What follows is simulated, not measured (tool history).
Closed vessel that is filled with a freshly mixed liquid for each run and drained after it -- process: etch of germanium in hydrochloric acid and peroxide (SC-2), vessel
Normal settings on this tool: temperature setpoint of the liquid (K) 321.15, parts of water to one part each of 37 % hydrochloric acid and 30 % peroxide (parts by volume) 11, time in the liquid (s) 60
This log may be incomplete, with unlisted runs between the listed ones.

| run | hour | temperature setpoint of the liquid (K) | parts of water to one part each of 37 % hydrochloric acid and 30 % peroxide (parts by volume) | time in the liquid (s) | wafers since the last listed run | hours since the thermometer was replaced | hours since the chemicals flow meter was replaced | hours since the drum of peroxide was connected | hours since the gauge calibration | read-back film thickness of the germanium reference wafer, read on the same gauge (nm) | thickness taken off the germanium on a monitor wafer (angstrom) |
|---|---|---|---|---|---|---|---|---|---|---|---|
| 1 | 0 | 327.15 | 11 | 60 | 0 | 1350.1 | 250.5 | 379.8 | 464.6 | 80 | 1669.5 |
| 2 | 27.2 | 327.15 | 11 | 60 | 2081 | 1377.3 | 277.7 | 407 | 491.8 | 79.98 | 1658.6 |
| 3 | 46.4 | 321.15 | 11 | 60 | 1469 | 1396.5 | 296.9 | 426.2 | 511 | 80 | 1369.7 |
| 4 | 75.1 | 321.15 | 11 | 60 | 2196 | 1425.2 | 325.6 | 454.9 | 539.7 | 80 | 1381 |
| 5 | 92.6 | 321.15 | 11 | 60 | 1339 | 1442.7 | 343.1 | 472.4 | 557.2 | 79.99 | 1382.5 |
| 6 | 108.7 | 321.15 | 11 | 60 | 1232 | 1458.8 | 359.2 | 488.5 | 573.3 | 80 | 1387.6 |
| 7 | 124.4 | 321.15 | 11 | 60 | 1201 | 1474.5 | 374.9 | 504.2 | 589 | 80.01 | 1379.7 |
| 8 | 149.8 | 321.15 | 11 | 60 | 1944 | 1499.9 | 400.3 | 529.6 | 614.4 | 80 | 1373.1 |
| 9 | 167.9 | 321.15 | 11 | 35 | 1385 | 1518 | 418.4 | 547.7 | 632.5 | 79.98 | 810.9 |
| 10 | 192.7 | 321.15 | 11 | 60 | 1898 | 1542.8 | 443.2 | 572.5 | 657.3 | 80.02 | 1389.2 |
|  | 212.5 | gauge calibrated |
| 11 | 212.7 | 321.15 | 11 | 60 | 1530 | 1562.8 | 463.2 | 592.5 | 0.2 | 80 | 1376.2 |
| 12 | 229.9 | 321.15 | 11 | 40 | 1316 | 1580 | 480.4 | 609.7 | 17.4 | 79.99 | 921.9 |
| 13 | 255.2 | 321.15 | 11 | 40 | 1936 | 1605.3 | 505.7 | 635 | 42.7 | 79.97 | 924.2 |
| 14 | 289.2 | 317.15 | 7 | 35 | 2602 | 1639.3 | 539.7 | 669 | 76.7 | 79.97 | 737.4 |
| 15 | 306.4 | 323.65 | 15.5 | 40 | 1316 | 1656.5 | 556.9 | 686.2 | 93.9 | 80 | 948.4 |
| 16 | 399.9 | 329.15 | 16 | 70 | 7156 | 1750 | 650.4 | 779.7 | 187.4 | 79.99 | 1955.5 |
| 17 | 429.4 | 321.15 | 11 | 40 | 2257 | 1779.5 | 679.9 | 809.2 | 216.9 | 80 | 926.1 |
|  | 442 | new drum of peroxide connected |
|  | 454.3 | chemicals flow meter replaced |
| 18 | 457.3 | 321.15 | 11 | 60 | 1982 | 1807.4 | 3 | 15.3 | 244.8 | 79.98 | 1390.8 |
| 19 | 486.9 | 321.15 | 11 | 60 | 2265 | 1837 | 32.6 | 44.9 | 274.4 | 80.01 | 1406.6 |
| 20 | 510.6 | 321.15 | 8.5 | 60 | 1814 | 1860.7 | 56.3 | 68.6 | 298.1 | 80.01 | 1413.4 |
|  | 514.5 | thermometer replaced |
| 21 | 539 | 328.15 | 8 | 35 | 2097 | 24.5 | 84.7 | 97 | 326.5 | 79.98 | 971.2 |
| 22 | 557.6 | 311.65 | 7.5 | 75 | 1423 | 43.1 | 103.3 | 115.6 | 345.1 | 80 | 1219.3 |
| 23 | 582.1 | 321.15 | 9 | 60 | 1875 | 67.6 | 127.8 | 140.1 | 369.6 | 79.98 | 1329.8 |
| 24 | 609.8 | 325.65 | 11 | 70 | 2120 | 95.3 | 155.5 | 167.8 | 397.3 | 80 | 1755.8 |
| 25 | 637.1 | 329.15 | 8.5 | 45 | 2089 | 122.6 | 182.8 | 195.1 | 424.6 | 79.99 | 1306.5 |
| 26 | 661.4 | 312.15 | 7 | 30 | 1859 | 146.9 | 207.1 | 219.4 | 448.9 | 80.02 | 510.1 |
| 27 | 680.5 | 321.15 | 7 | 60 | 1461 | 166 | 226.2 | 238.5 | 468 | 80 | 1356.3 |
| 28 | 697.2 | 323.65 | 13 | 35 | 1278 | 182.7 | 242.9 | 255.2 | 484.7 | 79.99 | 811.2 |
| 29 | 715.5 | 329.15 | 11 | 60 | 1400 | 201 | 261.2 | 273.5 | 503 | 79.99 | 1689.3 |
| 30 | 748.5 | 318.15 | 15.5 | 85 | 2525 | 234 | 294.2 | 306.5 | 536 | 80.01 | 1622.2 |
| 31 | 782.4 | 311.15 | 8 | 80 | 2594 | 267.9 | 328.1 | 340.4 | 569.9 | 80 | 1296.9 |

3 options for the next run, each taken on its own from the tool as it stands now. Forecast them:
| A | 783.1 | 312.15 | 11 | 60 | 53 | 268.6 | 328.8 | 341.1 | 570.6 | ? | ? |
| B | 783.1 | 330.15 | 11 | 80 | 53 | 268.6 | 328.8 | 341.1 | 570.6 | ? | ? |
| C | 783.1 | 317.65 | 8 | 30 | 53 | 268.6 | 328.8 | 341.1 | 570.6 | ? | ? |

| run | read-back film thickness of the germanium reference wafer, read on the same gauge (nm) | thickness taken off the germanium on a monitor wafer (angstrom) |
|---|---|---|
| A | 80.01 | 981.2 |
| B | 80.01 | 2311.7 |
| C | 80.01 | 603.5 |
Stripped of hidden state, with their random variation kept, the same runs would have yielded:
| run | thickness taken off the germanium on a monitor wafer (angstrom) |
|---|---|
| A | 958.9 |
| B | 2265.4 |
| C | 590.2 |

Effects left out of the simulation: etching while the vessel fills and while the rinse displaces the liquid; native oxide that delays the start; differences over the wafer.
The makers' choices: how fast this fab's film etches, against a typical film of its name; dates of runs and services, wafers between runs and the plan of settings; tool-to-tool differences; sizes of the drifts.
